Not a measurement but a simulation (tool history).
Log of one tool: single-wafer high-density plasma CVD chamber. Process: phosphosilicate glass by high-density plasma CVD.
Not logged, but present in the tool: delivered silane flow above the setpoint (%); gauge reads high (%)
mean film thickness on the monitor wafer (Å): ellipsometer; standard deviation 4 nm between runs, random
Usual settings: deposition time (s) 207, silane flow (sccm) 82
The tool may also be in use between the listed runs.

| run | hour | deposition time (s) | silane flow (sccm) | wafers since the last listed run | hours since the silane flow controller was replaced | hours since the gauge calibration | read-back reference wafer on the same gauge, thickness_nm | mean film thickness on the monitor wafer (Å) |
|---|---|---|---|---|---|---|---|---|
| 1 | 0.0 | 226 | 82 | 0 | 2006.5 | 191.9 | 1569.742 | 19128.72 |
| 2 | 31.8 | 207 | 82 | 287 | 2038.3 | 223.7 | 1571.635 | 17548.30 |
| 3 | 67.7 | 207 | 82 | 324 | 2074.2 | 259.6 | 1570.623 | 17519.98 |
| 4 | 98.2 | 207 | 82 | 275 | 2104.7 | 290.1 | 1571.508 | 17544.13 |
| 5 | 121.2 | 194 | 82 | 207 | 2127.7 | 313.1 | 1569.135 | 16479.82 |
| 6 | 149.1 | 194 | 82 | 252 | 2155.6 | 341.0 | 1568.570 | 16506.75 |
| 7 | 169.6 | 194 | 82 | 185 | 2176.1 | 361.5 | 1570.475 | 16529.27 |
| 8 | 203.0 | 183 | 82 | 301 | 2209.5 | 394.9 | 1569.940 | 15521.47 |
| 9 | 217.5 | 183 | 82 | 130 | 2224.0 | 409.4 | 1570.388 | 15592.90 |
| 10 | 248.2 | 183 | 82 | 277 | 2254.7 | 440.1 | 1570.207 | 15559.27 |
| 11 | 275.9 | 207 | 82 | 250 | 2282.4 | 467.8 | 1570.060 | 17568.68 |
| 12 | 295.2 | 207 | 82 | 174 | 2301.7 | 487.1 | 1569.879 | 17582.27 |
| 13 | 327.8 | 231 | 66 | 294 | 2334.3 | 519.7 | 1569.470 | 16604.47 |
|  | 348.4 | gauge calibrated |
| 14 | 351.1 | 248 | 89 | 210 | 2357.6 | 2.7 | 1570.099 | 22479.83 |
|  | 375.7 | silane flow controller replaced |
| 15 | 376.2 | 194 | 82 | 154 | 0.5 | 27.8 | 1570.627 | 15596.48 |
| 16 | 390.0 | 241 | 95 | 124 | 14.3 | 41.6 | 1571.820 | 21841.89 |
| 17 | 415.6 | 235 | 96 | 231 | 39.9 | 67.2 | 1569.478 | 21466.91 |
| 18 | 449.1 | 184 | 68 | 302 | 73.4 | 100.7 | 1570.153 | 12786.65 |
| 19 | 478.1 | 207 | 89 | 261 | 102.4 | 129.7 | 1568.417 | 17784.79 |
| 20 | 506.1 | 176 | 94 | 252 | 130.4 | 157.7 | 1568.969 | 15792.29 |
| 21 | 527.6 | 220 | 91 | 194 | 151.9 | 179.2 | 1571.499 | 19236.37 |
| 22 | 545.1 | 207 | 98 | 158 | 169.4 | 196.7 | 1568.601 | 19300.93 |
| 23 | 561.0 | 207 | 82 | 143 | 185.3 | 212.6 | 1571.044 | 16774.20 |
| 24 | 580.9 | 221 | 88 | 179 | 205.2 | 232.5 | 1571.440 | 18898.33 |

4 ways to go on from here, each from the tool as it stands after run 24. What would each give?
| A | 581.4 | 207 | 82 | 4 | 205.7 | 233.0 | ? | ? |
| B | 581.4 | 169 | 98 | 4 | 205.7 | 233.0 | ? | ? |
| C | 581.4 | 232 | 82 | 4 | 205.7 | 233.0 | ? | ? |
| D | 581.4 | 194 | 75 | 4 | 205.7 | 233.0 | ? | ? |

| run | read-back reference wafer on the same gauge, thickness_nm | mean film thickness on the monitor wafer (Å) |
|---|---|---|
| A | 1570.356 | 16726.96 |
| B | 1570.356 | 15783.33 |
| C | 1570.356 | 18747.12 |
| D | 1570.356 | 14608.24 |
With no hidden state in the tool, these same runs would have given:
| run | mean film thickness on the monitor wafer (Å) |
|---|---|
| A | 16839.53 |
| B | 15889.55 |
| C | 18873.29 |
| D | 14706.55 |
